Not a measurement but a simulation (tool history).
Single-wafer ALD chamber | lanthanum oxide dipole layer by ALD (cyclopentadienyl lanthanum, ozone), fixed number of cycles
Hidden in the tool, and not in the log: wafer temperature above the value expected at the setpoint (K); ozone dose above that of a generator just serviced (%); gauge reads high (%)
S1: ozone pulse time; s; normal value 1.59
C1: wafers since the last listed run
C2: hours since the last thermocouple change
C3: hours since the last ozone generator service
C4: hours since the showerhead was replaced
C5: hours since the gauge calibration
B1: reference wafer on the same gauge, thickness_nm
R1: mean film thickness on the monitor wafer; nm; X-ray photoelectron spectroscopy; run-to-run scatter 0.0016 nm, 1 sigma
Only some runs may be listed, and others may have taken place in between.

run	hour	S1	C1	C2	C3	C4	C5	B1	R1
1	0.0	1.78	0	2078.1	568.2	2675.2	354.8	0.647	0.622
2	61.7	1.78	816	2139.8	629.9	2736.9	416.5	0.647	0.624
3	99.2	1.78	496	2177.3	667.4	2774.4	454.0	0.647	0.625
4	169.4	1.97	929	2247.5	737.6	2844.6	524.2	0.647	0.630
# hour 236.9: ozone generator serviced
5	238.1	1.97	803	2316.2	1.2	2913.3	592.9	0.647	0.638
6	276.2	1.59	504	2354.3	39.3	2951.4	631.0	0.647	0.624
7	308.8	1.59	431	2386.9	71.9	2984.0	663.6	0.647	0.621
8	367.7	1.59	779	2445.8	130.8	3042.9	722.5	0.647	0.621
# hour 454.1: thermocouple changed; heater temperature recalibrated
9	466.6	1.59	1202	12.5	229.7	3141.8	821.4	0.648	0.619
10	520.1	1.59	708	66.0	283.2	3195.3	874.9	0.647	0.618
11	587.4	1.59	890	133.3	350.5	3262.6	942.2	0.647	0.616
12	647.7	1.59	798	193.6	410.8	3322.9	1002.5	0.646	0.614
13	678.0	2.21	400	223.9	441.1	3353.2	1032.8	0.647	0.639
14	729.1	2.01	676	275.0	492.2	3404.3	1083.9	0.646	0.634
# hour 741.6: gauge calibrated
15	773.0	1.33	580	318.9	536.1	3448.2	31.4	0.647	0.594
16	820.9	2.14	633	366.8	584.0	3496.1	79.3	0.647	0.636

Estimate the outcome of run 17 from the log above:
17	892.8	1.30	951	438.7	655.9	3568.0	151.2	?	?

{"run 17": {"B1": 0.647, "R1": 0.59}}
With no hidden state in the tool, this same run would have given R1 0.613 nm.
